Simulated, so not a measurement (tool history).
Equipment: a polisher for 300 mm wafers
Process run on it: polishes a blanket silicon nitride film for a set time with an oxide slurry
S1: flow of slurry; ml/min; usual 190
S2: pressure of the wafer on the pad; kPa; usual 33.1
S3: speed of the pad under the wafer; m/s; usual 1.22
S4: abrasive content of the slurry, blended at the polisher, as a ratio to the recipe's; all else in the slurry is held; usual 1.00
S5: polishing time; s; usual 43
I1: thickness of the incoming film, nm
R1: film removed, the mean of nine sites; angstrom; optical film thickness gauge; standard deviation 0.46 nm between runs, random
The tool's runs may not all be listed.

run	day	S1	S2	S3	S4	S5	I1	R1
1	0.000	190	24.8	0.90	1.00	43	411.4	304
2	0.275	190	33.1	1.22	1.00	43	410.4	428
# day 0.900: worn pad replaced by a new one
3	0.929	165	33.1	1.22	1.00	43	403.9	421
# day 1.175: conditioning disc replaced and pad reconditioned
4	1.442	165	33.1	1.22	1.00	43	404.8	414
5	1.967	215	33.1	1.22	1.00	43	413.7	431
6	2.542	190	33.1	1.22	1.00	43	410.6	428
7	2.988	190	33.1	1.22	1.00	43	408.2	429
8	3.717	190	33.1	1.22	1.00	43	413.5	427
9	4.225	190	33.1	1.22	1.00	43	410.2	428
10	4.629	190	33.1	1.22	1.00	43	411.6	421
# day 4.775: slurry blender recalibrated
# day 5.117: worn pad replaced by a new one
11	5.138	190	29.6	1.22	1.00	33	408.9	309
# day 5.238: slurry nozzle cleaned
12	5.538	150	33.1	0.98	1.25	56	404.1	535
13	5.858	140	33.1	1.36	1.00	31	418.6	308
14	6.458	190	33.1	1.22	1.00	56	408.4	558
15	6.971	190	33.1	1.22	1.00	34	409.9	338
# day 8.404: conditioning disc replaced and pad reconditioned
# day 8.792: head pressure recalibrated
16	9.217	190	33.1	1.22	0.90	43	404.6	403
17	9.767	190	33.1	1.22	1.00	43	411.1	426

For run 18, what comes out?
# day 10.100: worn pad replaced by a new one
18	10.196	190	38.6	1.22	0.75	36	410.0	?

{"run 18": {"R1": 327}}
On a tool with no hidden condition, and with the same random variation, this run would have come out at R1 327 angstrom.
